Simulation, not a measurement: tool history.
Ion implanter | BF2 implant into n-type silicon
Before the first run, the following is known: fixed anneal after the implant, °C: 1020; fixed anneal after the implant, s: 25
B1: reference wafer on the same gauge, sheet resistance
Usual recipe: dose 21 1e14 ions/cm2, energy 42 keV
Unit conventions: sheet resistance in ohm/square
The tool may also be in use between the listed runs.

{"run": 1, "hour": 0.0, "dose": 25.57, "energy": 42, "B1": 96, "sheet resistance": 101.59}
{"run": 2, "hour": 23.5, "dose": 21, "energy": 42, "B1": 96.01, "sheet resistance": 104.09}
{"run": 3, "hour": 39.4, "dose": 21, "energy": 49.5, "B1": 96, "sheet resistance": 96.78}
{"run": 4, "hour": 55.2, "dose": 19.68, "energy": 37, "B1": 96.03, "sheet resistance": 111.11}
{"hour": 126.7, "done": "Faraday cup replaced and dose calibrated"}
{"run": 5, "hour": 144.8, "dose": 19.68, "energy": 37, "B1": 95.96, "sheet resistance": 111.3}
{"run": 6, "hour": 165.0, "dose": 19.68, "energy": 37, "B1": 96.05, "sheet resistance": 111.25}
{"run": 7, "hour": 183.9, "dose": 21, "energy": 42, "B1": 96.03, "sheet resistance": 104.03}
{"run": 8, "hour": 207.1, "dose": 18.74, "energy": 47, "B1": 95.99, "sheet resistance": 101.42}
{"run": 9, "hour": 241.4, "dose": 21, "energy": 49.5, "B1": 95.98, "sheet resistance": 96.77}
{"run": 10, "hour": 256.9, "dose": 23.07, "energy": 28, "B1": 96.01, "sheet resistance": 123.7}
{"hour": 263.1, "done": "gauge calibrated"}
{"hour": 279.4, "done": "extraction supply calibrated"}
{"run": 11, "hour": 289.6, "dose": 26.19, "energy": 42, "B1": 95.99, "sheet resistance": 101.67}
{"run": 12, "hour": 321.8, "dose": 21, "energy": 48, "B1": 95.96, "sheet resistance": 98.07}
{"run": 13, "hour": 335.4, "dose": 27.25, "energy": 49.5, "B1": 96.03, "sheet resistance": 93.21}
{"run": 14, "hour": 354.2, "dose": 25.56, "energy": 49, "B1": 96.04, "sheet resistance": 94.18}

What does the tool deliver on the next run?
{"run": 15, "hour": 374.4, "dose": 15.45, "energy": 50, "B1": "?", "sheet resistance": "?"}

B1: 96.07
sheet resistance: 104.67 ohm/square
Were there no unlogged condition in the tool, this run, its random variation unchanged, would have produced sheet resistance 104.67 ohm/square.
